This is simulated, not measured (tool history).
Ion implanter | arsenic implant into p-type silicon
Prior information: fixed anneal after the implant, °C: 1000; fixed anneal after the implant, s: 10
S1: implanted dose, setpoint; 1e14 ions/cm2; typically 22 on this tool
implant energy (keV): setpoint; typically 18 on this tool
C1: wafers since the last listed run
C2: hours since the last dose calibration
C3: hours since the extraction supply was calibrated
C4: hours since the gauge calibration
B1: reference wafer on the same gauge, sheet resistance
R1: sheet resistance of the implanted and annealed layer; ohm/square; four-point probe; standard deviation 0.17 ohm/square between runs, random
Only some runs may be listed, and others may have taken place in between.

Run 1, hour 0: usual settings but S1 24.08 1e14 ions/cm2; C1 0; C2 474; C3 4360.5; C4 117.1; B1 97.94. Result: R1 110.69 ohm/square.
Run 2, hour 28.2: usual settings but S1 24.08 1e14 ions/cm2; C1 636; C2 502.2; C3 4388.7; C4 145.3; B1 97.99. Result: R1 110.78 ohm/square.
Run 3, hour 53: usual settings; C1 559; C2 527; C3 4413.5; C4 170.1; B1 98.03. Result: R1 111.87 ohm/square.
Run 4, hour 86.2: usual settings; C1 749; C2 560.2; C3 4446.7; C4 203.3; B1 97.98. Result: R1 112.23 ohm/square.
Run 5, hour 100.6: usual settings; C1 324; C2 574.6; C3 4461.1; C4 217.7; B1 97.99. Result: R1 111.9 ohm/square.
Run 6, hour 120.4: usual settings; C1 446; C2 594.4; C3 4480.9; C4 237.5; B1 98.02. Result: R1 111.74 ohm/square.
Run 7, hour 142.2: usual settings; C1 491; C2 616.2; C3 4502.7; C4 259.3; B1 98.05. Result: R1 112.14 ohm/square.
Run 8, hour 173.2: usual settings but S1 17.72 1e14 ions/cm2, implant energy (keV) 14; C1 699; C2 647.2; C3 4533.7; C4 290.3; B1 97.95. Result: R1 126.62 ohm/square.
Run 9, hour 200.2: usual settings; C1 609; C2 674.2; C3 4560.7; C4 317.3; B1 98.01. Result: R1 111.7 ohm/square.
Run 10, hour 233.4: usual settings; C1 749; C2 707.4; C3 4593.9; C4 350.5; B1 98.02. Result: R1 112 ohm/square.
Run 11, hour 249.7: usual settings; C1 367; C2 723.7; C3 4610.2; C4 366.8; B1 98.02. Result: R1 112.13 ohm/square.
Run 12, hour 274: usual settings but implant energy (keV) 22; C1 548; C2 748; C3 4634.5; C4 391.1; B1 98.01. Result: R1 102.43 ohm/square.
At hour 286.7: Faraday cup replaced and dose calibrated.
Run 13, hour 293.6: usual settings; C1 261; C2 6.9; C3 4654.1; C4 410.7; B1 98. Result: R1 113.52 ohm/square.
Run 14, hour 364.8: usual settings but S1 18.87 1e14 ions/cm2, implant energy (keV) 15; C1 1606; C2 78.1; C3 4725.3; C4 481.9; B1 98.02. Result: R1 124.26 ohm/square.
Run 15, hour 391.8: usual settings but S1 18.87 1e14 ions/cm2, implant energy (keV) 15; C1 609; C2 105.1; C3 4752.3; C4 508.9; B1 97.95. Result: R1 123.81 ohm/square.
Run 16, hour 426: usual settings but S1 16.82 1e14 ions/cm2, implant energy (keV) 14.5; C1 771; C2 139.3; C3 4786.5; C4 543.1; B1 97.99. Result: R1 127.84 ohm/square.
Run 17, hour 450.3: usual settings; C1 548; C2 163.6; C3 4810.8; C4 567.4; B1 97.96. Result: R1 113.2 ohm/square.
Run 18, hour 467: usual settings but S1 20.02 1e14 ions/cm2, implant energy (keV) 23; C1 376; C2 180.3; C3 4827.5; C4 584.1; B1 97.98. Result: R1 102.61 ohm/square.
Run 19, hour 488.1: usual settings but S1 25.37 1e14 ions/cm2, implant energy (keV) 14.5; C1 476; C2 201.4; C3 4848.6; C4 605.2; B1 97.95. Result: R1 120.68 ohm/square.
Run 20, hour 509.6: usual settings but S1 19.26 1e14 ions/cm2, implant energy (keV) 24; C1 485; C2 222.9; C3 4870.1; C4 626.7; B1 97.97. Result: R1 101.25 ohm/square.
Run 21, hour 539.4: usual settings but S1 17.17 1e14 ions/cm2, implant energy (keV) 16.5; C1 672; C2 252.7; C3 4899.9; C4 656.5; B1 97.97. Result: R1 121.16 ohm/square.
At hour 571.3: Faraday cup replaced and dose calibrated, repeated, since the last time left the tool worse.
Run 22, hour 573.4: usual settings but S1 17.66 1e14 ions/cm2, implant energy (keV) 22; C1 586; C2 2.1; C3 4933.9; C4 690.5; B1 97.96. Result: R1 106.29 ohm/square.
At hour 591.2: gauge calibrated.
Run 23, hour 609: usual settings but S1 17.17 1e14 ions/cm2, implant energy (keV) 16.5; C1 803; C2 37.7; C3 4969.5; C4 17.8; B1 98.06. Result: R1 120.6 ohm/square.
Run 24, hour 638: usual settings but S1 17.19 1e14 ions/cm2, implant energy (keV) 20; C1 654; C2 66.7; C3 4998.5; C4 46.8; B1 98.01. Result: R1 111.16 ohm/square.
Run 25, hour 653: usual settings; C1 338; C2 81.7; C3 5013.5; C4 61.8; B1 98. Result: R1 112.45 ohm/square.
Run 26, hour 681.4: usual settings; C1 640; C2 110.1; C3 5041.9; C4 90.2; B1 97.97. Result: R1 112.35 ohm/square.
Run 27, hour 694.8: usual settings but S1 16.6 1e14 ions/cm2, implant energy (keV) 20; C1 302; C2 123.5; C3 5055.3; C4 103.6; B1 97.98. Result: R1 112.02 ohm/square.
At hour 718.2: extraction supply calibrated.
Run 28, hour 727: usual settings; C1 546; C2 155.7; C3 8.8; C4 135.8; B1 98.02. Result: R1 111.87 ohm/square.
Run 29, hour 750.6: usual settings but S1 24.29 1e14 ions/cm2, implant energy (keV) 19.5; C1 532; C2 179.3; C3 32.4; C4 159.4; B1 98.02. Result: R1 107.37 ohm/square.
Run 30, hour 774.9: usual settings but S1 18.35 1e14 ions/cm2, implant energy (keV) 15.5; C1 548; C2 203.6; C3 56.7; C4 183.7; B1 97.97. Result: R1 121.81 ohm/square.
Run 31, hour 798.2: usual settings but S1 28.17 1e14 ions/cm2, implant energy (keV) 14.5; C1 525; C2 226.9; C3 80; C4 207; B1 97.95. Result: R1 118.53 ohm/square.
Run 32, hour 827.5: usual settings; C1 661; C2 256.2; C3 109.3; C4 236.3; B1 98.08. Result: R1 112.13 ohm/square.
Run 33, hour 854: usual settings; C1 597; C2 282.7; C3 135.8; C4 262.8; B1 98. Result: R1 112.02 ohm/square.
Run 34, hour 873.5: usual settings but S1 20.19 1e14 ions/cm2, implant energy (keV) 21.5; C1 439; C2 302.2; C3 155.3; C4 282.3; B1 97.98. Result: R1 104.62 ohm/square.
Run 35, hour 964.7: usual settings but S1 25.37 1e14 ions/cm2, implant energy (keV) 14.5; C1 2057; C2 393.4; C3 246.5; C4 373.5; B1 98.03. Result: R1 119.64 ohm/square.
Run 36, hour 996.9: usual settings; C1 726; C2 425.6; C3 278.7; C4 405.7; B1 98.09. Result: R1 112.05 ohm/square.
Run 37, hour 1009.4: usual settings but S1 18.39 1e14 ions/cm2, implant energy (keV) 21; C1 282; C2 438.1; C3 291.2; C4 418.2; B1 98.05. Result: R1 107.14 ohm/square.

Branching from run 37: 4 alternative next runs. What would each branch give?
Run A, hour 1009.8: usual settings but S1 19.02 1e14 ions/cm2; C1 9; C2 438.5; C3 291.6; C4 418.6; B1 ?. Result: R1 ?.
Run B, hour 1009.8: usual settings but S1 24.67 1e14 ions/cm2, implant energy (keV) 12; C1 9; C2 438.5; C3 291.6; C4 418.6; B1 ?. Result: R1 ?.
Run C, hour 1009.8: usual settings but S1 28.15 1e14 ions/cm2, implant energy (keV) 24; C1 9; C2 438.5; C3 291.6; C4 418.6; B1 ?. Result: R1 ?.
Run D, hour 1009.8: usual settings but S1 16.76 1e14 ions/cm2, implant energy (keV) 15; C1 9; C2 438.5; C3 291.6; C4 418.6; B1 ?. Result: R1 ?.

run     B1      R1
  A  98.06  113.73
  B  98.06   126.8
  C  98.06   95.74
  D  98.06  124.21
Without the tool's hidden state the same runs would have given:
run      R1
  A  114.24
  B  127.27
  C   96.03
  D  124.86

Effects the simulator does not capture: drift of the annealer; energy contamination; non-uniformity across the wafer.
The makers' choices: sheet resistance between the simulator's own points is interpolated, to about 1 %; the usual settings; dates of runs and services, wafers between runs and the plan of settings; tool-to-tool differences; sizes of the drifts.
